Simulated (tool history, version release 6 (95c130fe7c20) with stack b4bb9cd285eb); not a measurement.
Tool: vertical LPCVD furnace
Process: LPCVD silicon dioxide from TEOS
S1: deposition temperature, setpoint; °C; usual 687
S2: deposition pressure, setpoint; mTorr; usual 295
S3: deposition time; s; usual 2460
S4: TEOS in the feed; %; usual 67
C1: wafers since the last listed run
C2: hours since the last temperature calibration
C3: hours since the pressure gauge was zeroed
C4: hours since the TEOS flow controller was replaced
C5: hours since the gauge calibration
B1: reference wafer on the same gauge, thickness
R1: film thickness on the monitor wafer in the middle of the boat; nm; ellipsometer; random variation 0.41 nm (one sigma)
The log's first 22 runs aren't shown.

run	day	S1	S2	S3	S4	C1	C2	C3	C4	C5	B1	R1
23	28.033	675	260	2160	67	770	365.3	72.7	245.9	369.8	197.95	116.69
24	28.558	687	295	2460	59	279	377.9	85.3	258.5	382.4	198.11	178.61
25	29.942	687	260	1980	67	736	411.1	118.5	291.7	415.6	198.03	144.07
26	30.454	687	295	2460	77	272	423.4	130.8	304.0	427.9	198.11	204.08
27	31.133	687	295	2460	67	361	439.7	147.1	320.3	444.2	197.79	190.94
28	32.329	687	295	2460	67	636	468.4	175.8	349.0	472.9	197.97	190.88
# day 33.433: pressure gauge zeroed, repeated, since the last time left the tool worse
29	33.454	676	350	3390	67	66	495.4	0.5	376.0	499.9	198.04	225.86
30	33.921	687	295	2460	67	248	506.6	11.7	387.2	511.1	197.93	196.05
31	35.846	696	370	1560	72	1025	552.8	57.9	433.4	557.3	197.94	179.20

Forecast each of these 4 alternatives for the next run:
A	36.000	687	295	2460	61	82	556.5	61.6	437.1	561.0	?	?
B	36.000	687	240	2460	67	82	556.5	61.6	437.1	561.0	?	?
C	36.000	687	295	3060	67	82	556.5	61.6	437.1	561.0	?	?
D	36.000	696	360	3420	76	82	556.5	61.6	437.1	561.0	?	?

run	B1	R1
A	197.92	187.71
B	197.92	177.43
C	197.92	244.71
D	197.92	398.23
Without the tool's hidden state the same runs would have given:
run	R1
A	187.79
B	177.51
C	244.81
D	398.36
